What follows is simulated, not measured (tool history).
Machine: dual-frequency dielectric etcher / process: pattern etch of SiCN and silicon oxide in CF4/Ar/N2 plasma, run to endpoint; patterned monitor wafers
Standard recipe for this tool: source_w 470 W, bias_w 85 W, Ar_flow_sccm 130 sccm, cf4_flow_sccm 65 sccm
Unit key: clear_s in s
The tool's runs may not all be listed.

run,hour,source_w,bias_w,Ar_flow_sccm,cf4_flow_sccm,"incoming incoming film thickness, nm",clear_s
1,0,470,85,130,65,13.97,14.4
2,72,470,85,106,65,14.14,13.9
3,126.9,560,85,130,65,14.07,11.8
# hour 155.8: wet clean of the chamber
4,156.3,540,94,117,54,14.13,12.5
5,211.3,470,85,130,65,14.13,15.3
6,266.6,470,85,130,65,14.1,15.2
# hour 275.8: source power generator calibrated
7,317,470,85,130,65,14.26,15
8,350.3,560,105,130,60,14.07,11
9,376.4,470,85,130,65,14.13,14.8
10,426.5,380,85,114,72,14.16,18.6
# hour 446.2: Ar flow controller replaced
11,464.4,470,103,130,59,14.02,13.3
12,490.9,350,70,140,65,14.05,23.2
13,540,420,105,149,79,14.01,14.7
# hour 557.5: bias power generator calibrated
# hour 664.9: wet clean of the chamber
14,665.4,470,92,144,59,14.18,14.8
15,697.1,380,70,115,71,14.02,20.8
16,749.8,470,85,100,65,14.2,14.4
17,795,470,85,130,65,14.02,14.9
18,864.2,470,85,117,65,14.09,14.5
19,901.7,370,71,144,65,14.16,22.5
20,935.1,470,85,130,65,14.05,14.8
21,971.9,470,85,130,65,13.96,14.5
22,1023.6,470,85,130,65,14.01,14.3
23,1070.8,590,85,145,65,14.05,11.4
24,1126.1,470,85,141,65,14.01,14.3
# hour 1164.6: wet clean of the chamber
25,1165.1,470,100,130,65,14.18,13.9

Here are 3 independent what-if runs from the current tool condition. What would each one return?
A,1165.5,470,85,130,65,14.09,?
B,1165.5,470,78,130,79,14.09,?
C,1165.5,470,104,117,65,14.09,?

run,clear_s
A,15.2
B,15.6
C,13.4
With no hidden state in the tool, these same runs would have given:
run,clear_s
A,15.3
B,15.7
C,13.5
